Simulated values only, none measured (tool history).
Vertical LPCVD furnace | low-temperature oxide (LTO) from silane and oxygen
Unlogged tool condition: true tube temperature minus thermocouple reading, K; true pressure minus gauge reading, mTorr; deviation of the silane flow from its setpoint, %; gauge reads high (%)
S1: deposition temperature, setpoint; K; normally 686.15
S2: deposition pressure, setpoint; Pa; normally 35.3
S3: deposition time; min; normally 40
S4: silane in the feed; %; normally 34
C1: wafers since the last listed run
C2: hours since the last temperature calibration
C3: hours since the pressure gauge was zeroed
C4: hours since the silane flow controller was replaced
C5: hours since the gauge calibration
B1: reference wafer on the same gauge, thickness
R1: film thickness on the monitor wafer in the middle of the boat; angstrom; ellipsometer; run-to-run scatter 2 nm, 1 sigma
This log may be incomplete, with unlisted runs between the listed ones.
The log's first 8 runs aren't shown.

| run | hour | S1 | S2 | S3 | S4 | C1 | C2 | C3 | C4 | C5 | B1 | R1 |
|---|---|---|---|---|---|---|---|---|---|---|---|---|
| 9 | 474.8 | 680.15 | 35.3 | 40 | 29 | 641 | 31.1 | 2677.4 | 5729.4 | 2083.6 | 358.77 | 2803.1 |
|  | 538.6 | silane flow controller replaced |
| 10 | 539.1 | 680.15 | 35.3 | 40 | 29 | 844 | 95.4 | 2741.7 | 0.5 | 2147.9 | 358.54 | 2800.1 |
| 11 | 601.2 | 694.15 | 39.3 | 24 | 40 | 1300 | 157.5 | 2803.8 | 62.6 | 2210 | 359.47 | 3312.6 |
| 12 | 629.1 | 696.15 | 35.3 | 29 | 34 | 584 | 185.4 | 2831.7 | 90.5 | 2237.9 | 358.94 | 3021.8 |
| 13 | 658.8 | 686.15 | 31.3 | 34.5 | 34 | 622 | 215.1 | 2861.4 | 120.2 | 2267.6 | 358.78 | 2873.2 |
| 14 | 700.9 | 686.15 | 33.3 | 40 | 30 | 881 | 257.2 | 2903.5 | 162.3 | 2309.7 | 358.44 | 3008.8 |
| 15 | 751.5 | 694.15 | 35.3 | 40 | 39 | 1060 | 307.8 | 2954.1 | 212.9 | 2360.3 | 358.5 | 4866 |
| 16 | 818.1 | 686.15 | 31.3 | 35 | 28 | 1395 | 374.4 | 3020.7 | 279.5 | 2426.9 | 359.33 | 2227.7 |
| 17 | 866.8 | 698.15 | 40 | 52.5 | 37 | 1020 | 423.1 | 3069.4 | 328.2 | 2475.6 | 358.74 | 7087.6 |
| 18 | 935.8 | 696.15 | 35.3 | 29 | 34 | 1445 | 492.1 | 3138.4 | 397.2 | 2544.6 | 358.98 | 3001.3 |
| 19 | 970.9 | 686.15 | 35.3 | 40 | 34 | 735 | 527.2 | 3173.5 | 432.3 | 2579.7 | 359.1 | 3757.7 |
| 20 | 998.6 | 686.15 | 35.3 | 31.5 | 28 | 580 | 554.9 | 3201.2 | 460 | 2607.4 | 358.8 | 2245 |
| 21 | 1043.7 | 686.15 | 35.3 | 40 | 31 | 944 | 600 | 3246.3 | 505.1 | 2652.5 | 358.88 | 3311.5 |
| 22 | 1067.9 | 677.15 | 35.3 | 29.5 | 34 | 506 | 624.2 | 3270.5 | 529.3 | 2676.7 | 358.96 | 2505.3 |
|  | 1098.5 | pressure gauge zeroed |
|  | 1107.5 | gauge calibrated |
| 23 | 1134.8 | 686.15 | 35.3 | 40 | 34 | 898 | 691.1 | 36.3 | 596.2 | 27.3 | 358.74 | 3728.1 |
| 24 | 1172.1 | 692.15 | 35.3 | 33 | 34 | 781 | 728.4 | 73.6 | 633.5 | 64.6 | 359.15 | 3313.6 |
| 25 | 1219.6 | 680.15 | 35.3 | 40 | 29 | 995 | 775.9 | 121.1 | 681 | 112.1 | 358.67 | 2811.5 |
| 26 | 1279.9 | 686.15 | 35.3 | 40 | 34 | 1263 | 836.2 | 181.4 | 741.3 | 172.4 | 359.31 | 3745.1 |
| 27 | 1330.3 | 686.15 | 35.3 | 40 | 39 | 1055 | 886.6 | 231.8 | 791.7 | 222.8 | 358.69 | 4470.1 |
| 28 | 1384 | 686.15 | 35.3 | 40 | 34 | 1124 | 940.3 | 285.5 | 845.4 | 276.5 | 359.42 | 3779.4 |
| 29 | 1431.9 | 686.15 | 43.3 | 25.5 | 28 | 1003 | 988.2 | 333.4 | 893.3 | 324.4 | 359.24 | 2255 |
| 30 | 1459.9 | 686.15 | 35.3 | 50 | 34 | 586 | 1016.2 | 361.4 | 921.3 | 352.4 | 359.21 | 4661.5 |
| 31 | 1503.7 | 686.15 | 41.3 | 40 | 30 | 917 | 1060 | 405.2 | 965.1 | 396.2 | 359.47 | 3684.9 |
| 32 | 1540.2 | 676.15 | 42 | 40 | 37 | 764 | 1096.5 | 441.7 | 1001.6 | 432.7 | 358.85 | 4421.7 |

What if the next run were any one of these 3? Each begins from the tool's condition after run 32:
| A | 1544.6 | 686.15 | 35.3 | 40 | 34 | 92 | 1100.9 | 446.1 | 1006 | 437.1 | ? | ? |
| B | 1544.6 | 686.15 | 35.3 | 40 | 28 | 92 | 1100.9 | 446.1 | 1006 | 437.1 | ? | ? |
| C | 1544.6 | 677.15 | 38 | 54.5 | 36 | 92 | 1100.9 | 446.1 | 1006 | 437.1 | ? | ? |

| run | B1 | R1 |
|---|---|---|
| A | 358.94 | 3771.5 |
| B | 358.94 | 2871.3 |
| C | 358.94 | 5390.3 |
With the hidden condition removed and each run's random variation left untouched, the same runs would have given:
| run | R1 |
|---|---|
| A | 3771.5 |
| B | 2871.3 |
| C | 5390.3 |

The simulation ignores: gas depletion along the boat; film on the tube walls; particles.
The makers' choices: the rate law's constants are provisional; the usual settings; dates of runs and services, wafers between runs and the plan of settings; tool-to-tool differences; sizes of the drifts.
